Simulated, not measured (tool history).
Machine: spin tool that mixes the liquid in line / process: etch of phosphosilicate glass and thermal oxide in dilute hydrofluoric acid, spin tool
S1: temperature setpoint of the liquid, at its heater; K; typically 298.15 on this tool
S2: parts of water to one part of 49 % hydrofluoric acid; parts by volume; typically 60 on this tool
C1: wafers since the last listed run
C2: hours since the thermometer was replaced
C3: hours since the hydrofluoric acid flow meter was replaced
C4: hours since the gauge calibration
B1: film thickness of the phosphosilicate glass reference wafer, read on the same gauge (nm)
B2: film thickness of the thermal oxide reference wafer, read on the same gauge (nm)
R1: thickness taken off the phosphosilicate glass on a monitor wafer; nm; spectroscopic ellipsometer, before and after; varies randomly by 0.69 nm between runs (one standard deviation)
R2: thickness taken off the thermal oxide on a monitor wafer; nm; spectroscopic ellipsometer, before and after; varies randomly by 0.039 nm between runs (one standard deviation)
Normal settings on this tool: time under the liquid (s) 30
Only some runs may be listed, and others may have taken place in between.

run 1 day=0 | S1=298.15 S2=60 time_under_the_liquid_(s)=30 | C1=0 C2=1975.5 C3=1094.5 C4=479.1 | B1=110 B2=29.992 | R1=124.38 R2=2.891
run 2 day=1.779 | S1=298.15 S2=60 time_under_the_liquid_(s)=30 | C1=702 C2=2018.2 C3=1137.2 C4=521.8 | B1=109.99 B2=29.969 | R1=124.7 R2=2.898
run 3 day=4.592 | S1=298.15 S2=60 time_under_the_liquid_(s)=30 | C1=1109 C2=2085.7 C3=1204.7 C4=589.3 | B1=110.02 B2=29.999 | R1=124.47 R2=2.845
run 4 day=6.988 | S1=298.15 S2=60 time_under_the_liquid_(s)=30 | C1=945 C2=2143.2 C3=1262.2 C4=646.8 | B1=110 B2=30.031 | R1=124.79 R2=2.89
run 5 day=8.55 | S1=298.15 S2=60 time_under_the_liquid_(s)=30 | C1=616 C2=2180.7 C3=1299.7 C4=684.3 | B1=109.98 B2=29.992 | R1=124.36 R2=2.909
-- day=11.629 thermometer replaced
run 6 day=12.308 | S1=298.15 S2=60 time_under_the_liquid_(s)=30 | C1=1466 C2=16.3 C3=1389.9 C4=774.5 | B1=110.01 B2=29.994 | R1=115.89 R2=2.686
-- day=12.808 gauge calibrated
run 7 day=13.738 | S1=298.15 S2=60 time_under_the_liquid_(s)=30 | C1=563 C2=50.6 C3=1424.2 C4=22.3 | B1=109.98 B2=30.001 | R1=114.93 R2=2.725
run 8 day=16.2 | S1=298.15 S2=60 time_under_the_liquid_(s)=30 | C1=971 C2=109.7 C3=1483.3 C4=81.4 | B1=109.99 B2=30.022 | R1=115.28 R2=2.674
run 9 day=17.55 | S1=298.15 S2=60 time_under_the_liquid_(s)=30 | C1=532 C2=142.1 C3=1515.7 C4=113.8 | B1=110 B2=30 | R1=115.69 R2=2.713
run 10 day=19.296 | S1=298.15 S2=60 time_under_the_liquid_(s)=30 | C1=688 C2=184 C3=1557.6 C4=155.7 | B1=110.01 B2=29.986 | R1=115.72 R2=2.7
run 11 day=20.304 | S1=298.15 S2=60 time_under_the_liquid_(s)=30 | C1=397 C2=208.2 C3=1581.8 C4=179.9 | B1=109.98 B2=29.985 | R1=117.02 R2=2.654
run 12 day=22.675 | S1=295.65 S2=50 time_under_the_liquid_(s)=30 | C1=935 C2=265.1 C3=1638.7 C4=236.8 | B1=110.01 B2=29.961 | R1=128.37 R2=3.012
-- day=23.983 hydrofluoric acid flow meter replaced
run 13 day=24.946 | S1=298.15 S2=85 time_under_the_liquid_(s)=45 | C1=879 C2=319.6 C3=23.1 C4=291.3 | B1=110 B2=29.999 | R1=120.07 R2=2.866
run 14 day=26.596 | S1=298.15 S2=60 time_under_the_liquid_(s)=15 | C1=651 C2=359.2 C3=62.7 C4=330.9 | B1=110.01 B2=29.998 | R1=58.84 R2=1.347
run 15 day=28.904 | S1=298.15 S2=60 time_under_the_liquid_(s)=30 | C1=910 C2=414.6 C3=118.1 C4=386.3 | B1=109.99 B2=29.998 | R1=117.65 R2=2.73
run 16 day=30.729 | S1=301.15 S2=45 time_under_the_liquid_(s)=25 | C1=720 C2=458.4 C3=161.9 C4=430.1 | B1=110.03 B2=29.988 | R1=149.16 R2=3.525
run 17 day=32.271 | S1=298.15 S2=35 time_under_the_liquid_(s)=40 | C1=608 C2=495.4 C3=198.9 C4=467.1 | B1=110 B2=29.989 | R1=279.43 R2=6.651
run 18 day=34.929 | S1=298.15 S2=80 time_under_the_liquid_(s)=30 | C1=1049 C2=559.2 C3=262.7 C4=530.9 | B1=110.03 B2=29.999 | R1=86.6 R2=2.013

Forecast run 19:
run 19 day=37.154 | S1=294.65 S2=50 time_under_the_liquid_(s)=30 | C1=878 C2=612.6 C3=316.1 C4=584.3 | B1=? B2=? | R1=? R2=?

Run 19 yielded B1 109.98, B2 30.003, R1 124.79 nm, R2 2.963 nm.
Minus the tool's unlogged condition, the same run would have read R1 120.49 nm, R2 2.86 nm.

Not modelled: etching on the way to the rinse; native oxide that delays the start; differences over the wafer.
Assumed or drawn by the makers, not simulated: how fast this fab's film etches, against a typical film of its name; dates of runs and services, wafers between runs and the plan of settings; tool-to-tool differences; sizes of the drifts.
